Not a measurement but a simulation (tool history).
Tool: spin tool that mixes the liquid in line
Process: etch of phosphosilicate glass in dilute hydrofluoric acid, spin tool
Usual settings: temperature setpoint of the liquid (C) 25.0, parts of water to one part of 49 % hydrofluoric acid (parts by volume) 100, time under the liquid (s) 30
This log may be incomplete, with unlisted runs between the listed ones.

run     day  temperature setpoint of the liquid (C)  parts of water to one part of 49 % hydrofluoric acid (parts by volume)  time under the liquid (s)  read-back film thickness of the phosphosilicate glass reference wafer, read on the same gauge (nm)  thickness taken off the phosphosilicate glass on a monitor wafer (Å)
  1   0.000                                    25.0                                                                      75                         30                                                                                               79.99                                                                 688.4
      2.292  -- gauge calibrated
  2   2.508                                    25.0                                                                      75                         30                                                                                               80.02                                                                 682.6
  3   5.383                                    25.0                                                                     125                         30                                                                                               80.00                                                                 395.3
  4   7.758                                    25.0                                                                     125                         30                                                                                               80.03                                                                 393.8
  5   9.588                                    25.0                                                                     125                         30                                                                                               79.99                                                                 396.1
  6  12.267                                    25.0                                                                     100                         30                                                                                               80.02                                                                 507.2
  7  14.838                                    25.0                                                                     100                         30                                                                                               80.04                                                                 512.0
  8  17.546                                    25.0                                                                     100                         30                                                                                               80.04                                                                 505.9
     18.554  -- thermometer replaced
  9  18.721                                    25.0                                                                     100                         30                                                                                               80.00                                                                 458.4
     18.954  -- hydrofluoric acid flow meter replaced
 10  21.650                                    25.0                                                                     100                         15                                                                                               80.02                                                                 225.5
     21.796  -- gauge calibrated
 11  24.104                                    25.0                                                                     120                         15                                                                                               80.01                                                                 187.8
 12  26.029                                    25.0                                                                     140                         35                                                                                               80.00                                                                 373.1
 13  27.542                                    21.5                                                                     120                         30                                                                                               80.00                                                                 330.9
 14  29.788                                    27.5                                                                      55                         30                                                                                               80.03                                                                 995.6
 15  31.704                                    20.5                                                                      60                         50                                                                                               80.00                                                                1137.5
 16  33.571                                    25.0                                                                     120                         15                                                                                               79.99                                                                 192.3
 17  39.950                                    25.0                                                                     120                         15                                                                                               79.99                                                                 193.7

Below are 3 alternative next runs, each starting from the tool's condition after run 17. Predict each:
  A  39.967                                    25.0                                                                     100                         30                                                                                                   ?                                                                     ?
  B  39.967                                    23.0                                                                     150                         20                                                                                                   ?                                                                     ?
  C  39.967                                    25.0                                                                     150                         40                                                                                                   ?                                                                     ?

run  read-back film thickness of the phosphosilicate glass reference wafer, read on the same gauge (nm)  thickness taken off the phosphosilicate glass on a monitor wafer (Å)
  A                                                                                               79.99                                                                 475.2
  B                                                                                               79.99                                                                 184.0
  C                                                                                               79.99                                                                 396.9
Take away the tool's hidden state, keep each run's random variation, and the runs would have read:
run  thickness taken off the phosphosilicate glass on a monitor wafer (Å)
  A                                                                 456.1
  B                                                                 176.7
  C                                                                 381.6
